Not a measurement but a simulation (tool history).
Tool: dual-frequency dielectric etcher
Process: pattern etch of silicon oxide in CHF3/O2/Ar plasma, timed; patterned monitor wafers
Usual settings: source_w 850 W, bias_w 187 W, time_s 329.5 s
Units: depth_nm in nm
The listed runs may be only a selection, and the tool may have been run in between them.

| run | day | source_w | bias_w | time_s | wafers since the last listed run | hours since the last wet clean | hours since the last source power generator calibration | hours since the last bias power generator calibration | hours since the last upper electrode change | hours since the gauge calibration | read-back reference wafer on the same gauge, depth_nm | depth_nm |
|---|---|---|---|---|---|---|---|---|---|---|---|---|
| 1 | 0 | 850 | 187 | 274 | 0 | 237.7 | 3162.5 | 1903.6 | 1329.8 | 847.9 | 590 | 576.5 |
| 2 | 2.779 | 850 | 187 | 274 | 213 | 304.4 | 3229.2 | 1970.3 | 1396.5 | 914.6 | 590.2 | 569.7 |
| 3 | 4.329 | 850 | 187 | 265.5 | 118 | 341.6 | 3266.4 | 2007.5 | 1433.7 | 951.8 | 588.9 | 547.7 |
|  | 13.117 | wet clean of the chamber |
| 4 | 13.138 | 850 | 151 | 293 | 599 | 0.5 | 3477.8 | 2218.9 | 1645.1 | 1163.2 | 590.8 | 592.4 |
|  | 13.583 | bias power generator calibrated |
| 5 | 15.754 | 850 | 151 | 293 | 188 | 63.3 | 3540.6 | 52.1 | 1707.9 | 1226 | 589.8 | 584.1 |
| 6 | 18.512 | 850 | 151 | 293 | 211 | 129.5 | 3606.8 | 118.3 | 1774.1 | 1292.2 | 590.4 | 584.4 |
| 7 | 22.379 | 850 | 187 | 329.5 | 296 | 222.3 | 3699.6 | 211.1 | 1866.9 | 1385 | 589.8 | 687.9 |
|  | 24.438 | source power generator calibrated |
| 8 | 28.275 | 850 | 187 | 329.5 | 439 | 363.8 | 92.1 | 352.6 | 2008.4 | 1526.5 | 590.6 | 680.9 |
| 9 | 30.25 | 850 | 187 | 360 | 151 | 411.2 | 139.5 | 400 | 2055.8 | 1573.9 | 589.8 | 736.4 |
|  | 33.3 | upper electrode replaced |
| 10 | 33.596 | 850 | 187 | 360 | 180 | 491.5 | 219.8 | 480.3 | 7.1 | 1654.2 | 590.7 | 737.2 |
|  | 35.033 | wet clean of the chamber |
| 11 | 37.571 | 850 | 151 | 293 | 228 | 60.9 | 315.2 | 575.7 | 102.5 | 1749.6 | 588.9 | 585.7 |
| 12 | 39.292 | 650 | 187 | 388 | 132 | 102.2 | 356.5 | 617 | 143.8 | 1790.9 | 590.1 | 789.5 |
| 13 | 43.2 | 850 | 187 | 329.5 | 299 | 196 | 450.3 | 710.8 | 237.6 | 1884.7 | 590.8 | 695 |
| 14 | 45.533 | 1000 | 219 | 238 | 179 | 252 | 506.3 | 766.8 | 293.6 | 1940.7 | 589.2 | 544.3 |
| 15 | 48.629 | 1050 | 212 | 407 | 237 | 326.3 | 580.6 | 841.1 | 367.9 | 2015 | 590.1 | 923.1 |
| 16 | 51.838 | 710 | 146 | 368.5 | 246 | 403.3 | 657.6 | 918.1 | 444.9 | 2092 | 590 | 680.7 |
| 17 | 55.05 | 850 | 161 | 329.5 | 246 | 480.4 | 734.7 | 995.2 | 522 | 2169.1 | 589.7 | 646.5 |
|  | 57.167 | wet clean of the chamber |
| 18 | 59.3 | 750 | 202 | 373 | 249 | 51.2 | 836.7 | 1097.2 | 624 | 2271.1 | 589.7 | 792.5 |
|  | 60.3 | gauge calibrated |
| 19 | 61.112 | 670 | 187 | 329.5 | 139 | 94.7 | 880.2 | 1140.7 | 667.5 | 19.5 | 591 | 667.1 |
| 20 | 65.162 | 850 | 151 | 293 | 310 | 191.9 | 977.4 | 1237.9 | 764.7 | 116.7 | 589.9 | 580 |
| 21 | 69.633 | 770 | 217 | 401 | 343 | 299.2 | 1084.7 | 1345.2 | 872 | 224 | 590.3 | 856.6 |
| 22 | 71.404 | 850 | 187 | 329.5 | 135 | 341.7 | 1127.2 | 1387.7 | 914.5 | 266.5 | 590 | 680.6 |
| 23 | 74.146 | 1020 | 158 | 413.5 | 210 | 407.5 | 1193 | 1453.5 | 980.3 | 332.3 | 590 | 835.4 |
| 24 | 78.171 | 850 | 187 | 329.5 | 308 | 504.1 | 1289.6 | 1550.1 | 1076.9 | 428.9 | 590.2 | 670.2 |
|  | 81.525 | wet clean of the chamber |
| 25 | 81.546 | 850 | 187 | 329.5 | 182 | 0.5 | 1370.6 | 1631.1 | 1157.9 | 509.9 | 590 | 695.1 |
| 26 | 82.933 | 850 | 187 | 329.5 | 106 | 33.8 | 1403.9 | 1664.4 | 1191.2 | 543.2 | 590.9 | 701 |
| 27 | 86.167 | 850 | 162 | 329.5 | 248 | 111.4 | 1481.5 | 1742 | 1268.8 | 620.8 | 590.6 | 654.3 |
| 28 | 88.758 | 850 | 187 | 372 | 198 | 173.6 | 1543.7 | 1804.2 | 1331 | 683 | 590.2 | 779.1 |

The same runs without the tool's hidden state, with the same run-to-run variation:
Hidden conditions of the tool in this case: etch rate over this chamber's usual, %; source power that arrives over what is set, %; bias power that arrives over what is set, %; gauge reads high (%).
| run | depth_nm |
|---|---|
| 1 | 587.4 |
| 2 | 584.4 |
| 3 | 564 |
| 4 | 590.6 |
| 5 | 586 |
| 6 | 590.2 |
| 7 | 701.2 |
| 8 | 704.2 |
| 9 | 765.3 |
| 10 | 772.5 |
| 11 | 583.8 |
| 12 | 790.2 |
| 13 | 702.2 |
| 14 | 553 |
| 15 | 944.9 |
| 16 | 702.3 |
| 17 | 672.2 |
| 18 | 794.5 |
| 19 | 671.6 |
| 20 | 589.6 |
| 21 | 880.5 |
| 22 | 702.6 |
| 23 | 868.2 |
| 24 | 703.5 |
| 25 | 699.3 |
| 26 | 707.7 |
| 27 | 665.6 |
| 28 | 797.6 |
